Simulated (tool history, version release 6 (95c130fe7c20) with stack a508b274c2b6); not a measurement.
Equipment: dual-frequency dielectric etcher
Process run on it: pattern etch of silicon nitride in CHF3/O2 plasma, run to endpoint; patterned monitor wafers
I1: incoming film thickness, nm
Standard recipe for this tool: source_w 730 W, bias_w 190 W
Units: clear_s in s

Run 1, hour 0.0: usual settings but bias_w 157 W; I1 105.5. Result: clear_s 64.9 s.
Run 2, hour 117.6: usual settings but bias_w 157 W; I1 104.8. Result: clear_s 64.8 s.
Run 3, hour 170.7: usual settings; I1 107.0. Result: clear_s 60.2 s.
Run 4, hour 229.4: usual settings; I1 106.0. Result: clear_s 60.0 s.
At hour 274.2: wet clean of the chamber.
Run 5, hour 335.7: usual settings but bias_w 217 W; I1 105.5. Result: clear_s 57.1 s.
Run 6, hour 420.0: usual settings but bias_w 217 W; I1 105.9. Result: clear_s 57.1 s.
At hour 465.2: bias power generator calibrated.
Run 7, hour 467.0: usual settings but bias_w 217 W; I1 105.5. Result: clear_s 56.7 s.
Run 8, hour 507.1: usual settings but bias_w 156 W; I1 105.7. Result: clear_s 64.8 s.
Run 9, hour 585.1: usual settings but source_w 880 W, bias_w 168 W; I1 106.6. Result: clear_s 60.3 s.
At hour 635.5: wet clean of the chamber.
At hour 653.1: source power generator calibrated.
Run 10, hour 662.9: usual settings but source_w 810 W; I1 105.6. Result: clear_s 58.2 s.
Run 11, hour 723.8: usual settings but source_w 830 W; I1 106.0. Result: clear_s 58.1 s.
At hour 773.1: upper electrode replaced.
Run 12, hour 824.7: usual settings but source_w 860 W, bias_w 165 W; I1 105.8. Result: clear_s 61.0 s.
Run 13, hour 930.0: usual settings; I1 105.8. Result: clear_s 60.6 s.
At hour 982.5: wet clean of the chamber.
Run 14, hour 1021.1: usual settings but source_w 830 W, bias_w 172 W; I1 105.4. Result: clear_s 59.9 s.
Run 15, hour 1113.3: usual settings but source_w 630 W, bias_w 226 W; I1 104.6. Result: clear_s 58.8 s.
Run 16, hour 1198.2: usual settings but bias_w 217 W; I1 105.5. Result: clear_s 57.0 s.
Run 17, hour 1268.3: usual settings but source_w 560 W, bias_w 219 W; I1 106.1. Result: clear_s 62.1 s.

Here are 3 independent what-if runs from the current tool condition. What would each one return?
Run A, hour 1268.7: usual settings; I1 106.3. Result: clear_s ?.
Run B, hour 1268.7: usual settings but source_w 890 W; I1 106.3. Result: clear_s ?.
Run C, hour 1268.7: usual settings but source_w 600 W, bias_w 169 W; I1 106.3. Result: clear_s ?.

run  clear_s
  A     60.6
  B     56.6
  C     67.8
Without the tool's unlogged condition, the same runs would have read:
run  clear_s
  A     60.6
  B     56.6
  C     67.8
